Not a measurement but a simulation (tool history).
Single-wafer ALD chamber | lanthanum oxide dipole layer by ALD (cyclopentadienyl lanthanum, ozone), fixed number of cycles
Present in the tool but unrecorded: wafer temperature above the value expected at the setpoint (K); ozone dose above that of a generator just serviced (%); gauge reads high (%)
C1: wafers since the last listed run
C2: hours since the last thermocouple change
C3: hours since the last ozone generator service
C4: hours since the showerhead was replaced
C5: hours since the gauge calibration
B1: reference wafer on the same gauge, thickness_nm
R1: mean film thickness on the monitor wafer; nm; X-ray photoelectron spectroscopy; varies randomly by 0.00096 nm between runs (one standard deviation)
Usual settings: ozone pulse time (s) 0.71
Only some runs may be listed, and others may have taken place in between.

Run 1, hour 0: usual settings; C1 0; C2 1357.7; C3 441.6; C4 3486.6; C5 190.3; B1 0.31. Result: R1 0.376 nm.
Run 2, hour 17.2: usual settings; C1 228; C2 1374.9; C3 458.8; C4 3503.8; C5 207.5; B1 0.31. Result: R1 0.376 nm.
Run 3, hour 25.9: usual settings; C1 115; C2 1383.6; C3 467.5; C4 3512.5; C5 216.2; B1 0.31. Result: R1 0.373 nm.
Run 4, hour 35.1: usual settings; C1 122; C2 1392.8; C3 476.7; C4 3521.7; C5 225.4; B1 0.31. Result: R1 0.375 nm.
At hour 36.1: gauge calibrated.
Run 5, hour 50.4: usual settings; C1 203; C2 1408.1; C3 492; C4 3537; C5 14.3; B1 0.31. Result: R1 0.373 nm.
Run 6, hour 61.1: usual settings; C1 142; C2 1418.8; C3 502.7; C4 3547.7; C5 25; B1 0.31. Result: R1 0.374 nm.
Run 7, hour 71.5: usual settings but ozone pulse time (s) 0.89; C1 138; C2 1429.2; C3 513.1; C4 3558.1; C5 35.4; B1 0.31. Result: R1 0.406 nm.
Run 8, hour 85.8: usual settings but ozone pulse time (s) 0.89; C1 189; C2 1443.5; C3 527.4; C4 3572.4; C5 49.7; B1 0.31. Result: R1 0.407 nm.
Run 9, hour 96.4: usual settings; C1 140; C2 1454.1; C3 538; C4 3583; C5 60.3; B1 0.31. Result: R1 0.373 nm.
At hour 120.3: thermocouple changed; heater temperature recalibrated.
At hour 125.9: showerhead replaced.
Run 10, hour 126.4: usual settings; C1 217; C2 6.1; C3 568; C4 0.5; C5 90.3; B1 0.31. Result: R1 0.372 nm.
Run 11, hour 126.7: usual settings; C1 3; C2 6.4; C3 568.3; C4 0.8; C5 90.6; B1 0.31. Result: R1 0.372 nm.
Run 12, hour 133.4: usual settings; C1 88; C2 13.1; C3 575; C4 7.5; C5 97.3; B1 0.31. Result: R1 0.374 nm.
Run 13, hour 148.1: usual settings; C1 195; C2 27.8; C3 589.7; C4 22.2; C5 112; B1 0.31. Result: R1 0.373 nm.
Run 14, hour 164.3: usual settings but ozone pulse time (s) 0.88; C1 215; C2 44; C3 605.9; C4 38.4; C5 128.2; B1 0.31. Result: R1 0.405 nm.
Run 15, hour 176.1: usual settings; C1 156; C2 55.8; C3 617.7; C4 50.2; C5 140; B1 0.31. Result: R1 0.37 nm.
Run 16, hour 184.8: usual settings; C1 115; C2 64.5; C3 626.4; C4 58.9; C5 148.7; B1 0.31. Result: R1 0.372 nm.
Run 17, hour 197: usual settings; C1 161; C2 76.7; C3 638.6; C4 71.1; C5 160.9; B1 0.31. Result: R1 0.371 nm.
Run 18, hour 233.5: usual settings; C1 484; C2 113.2; C3 675.1; C4 107.6; C5 197.4; B1 0.31. Result: R1 0.369 nm.
Run 19, hour 251.2: usual settings; C1 234; C2 130.9; C3 692.8; C4 125.3; C5 215.1; B1 0.31. Result: R1 0.368 nm.
Run 20, hour 263.6: usual settings; C1 164; C2 143.3; C3 705.2; C4 137.7; C5 227.5; B1 0.31. Result: R1 0.369 nm.
At hour 274.1: ozone generator serviced.
Run 21, hour 277.7: usual settings but ozone pulse time (s) 0.45; C1 80; C2 157.4; C3 3.6; C4 151.8; C5 241.6; B1 0.31. Result: R1 0.314 nm.
Run 22, hour 291.3: usual settings but ozone pulse time (s) 0.97; C1 180; C2 171; C3 17.2; C4 165.4; C5 255.2; B1 0.31. Result: R1 0.426 nm.
Run 23, hour 306.8: usual settings; C1 205; C2 186.5; C3 32.7; C4 180.9; C5 270.7; B1 0.31. Result: R1 0.382 nm.
At hour 309.7: gauge calibrated.
Run 24, hour 319.8: usual settings but ozone pulse time (s) 0.8; C1 172; C2 199.5; C3 45.7; C4 193.9; C5 10.1; B1 0.31. Result: R1 0.402 nm.
Run 25, hour 330: usual settings but ozone pulse time (s) 0.47; C1 135; C2 209.7; C3 55.9; C4 204.1; C5 20.3; B1 0.31. Result: R1 0.321 nm.
Run 26, hour 347: usual settings but ozone pulse time (s) 0.63; C1 225; C2 226.7; C3 72.9; C4 221.1; C5 37.3; B1 0.31. Result: R1 0.365 nm.
Run 27, hour 373.3: usual settings but ozone pulse time (s) 0.93; C1 349; C2 253; C3 99.2; C4 247.4; C5 63.6; B1 0.31. Result: R1 0.422 nm.
Run 28, hour 389.9: usual settings but ozone pulse time (s) 0.59; C1 220; C2 269.6; C3 115.8; C4 264; C5 80.2; B1 0.31. Result: R1 0.354 nm.
Run 29, hour 398.1: usual settings; C1 108; C2 277.8; C3 124; C4 272.2; C5 88.4; B1 0.31. Result: R1 0.382 nm.
Run 30, hour 414.8: usual settings but ozone pulse time (s) 0.9; C1 221; C2 294.5; C3 140.7; C4 288.9; C5 105.1; B1 0.31. Result: R1 0.416 nm.
Run 31, hour 426.5: usual settings but ozone pulse time (s) 0.52; C1 155; C2 306.2; C3 152.4; C4 300.6; C5 116.8; B1 0.31. Result: R1 0.334 nm.
Run 32, hour 433.6: usual settings but ozone pulse time (s) 0.51; C1 94; C2 313.3; C3 159.5; C4 307.7; C5 123.9; B1 0.31. Result: R1 0.33 nm.
Run 33, hour 439.8: usual settings but ozone pulse time (s) 0.55; C1 82; C2 319.5; C3 165.7; C4 313.9; C5 130.1; B1 0.31. Result: R1 0.342 nm.
Run 34, hour 455: usual settings but ozone pulse time (s) 0.57; C1 201; C2 334.7; C3 180.9; C4 329.1; C5 145.3; B1 0.31. Result: R1 0.348 nm.

Across each entry between runs, compare the hidden state at the last listed run before it with the hidden state at the first listed run after it:
In the gap between runs 4 and 5: gauge calibrated (hour 36.1)
  ozone dose above that of a generator just serviced (%): -6.54 -> -6.71
  measured minus no-state result, R1: -0.011 -> -0.01 nm
In the gap between runs 9 and 10: thermocouple changed; heater temperature recalibrated (hour 120.3); showerhead replaced (hour 125.9)
  ozone dose above that of a generator just serviced (%): -7.24 -> -7.58
  measured minus no-state result, R1: -0.012 -> -0.012 nm
In the gap between runs 20 and 21: ozone generator serviced (hour 274.1)
  ozone dose above that of a generator just serviced (%): -9.14 -> -0.375
  measured minus no-state result, R1: -0.014 -> +0 nm
In the gap between runs 23 and 24: gauge calibrated (hour 309.7)
  ozone dose above that of a generator just serviced (%): -0.706 -> -0.855
  measured minus no-state result, R1: -0.001 -> -0.001 nm
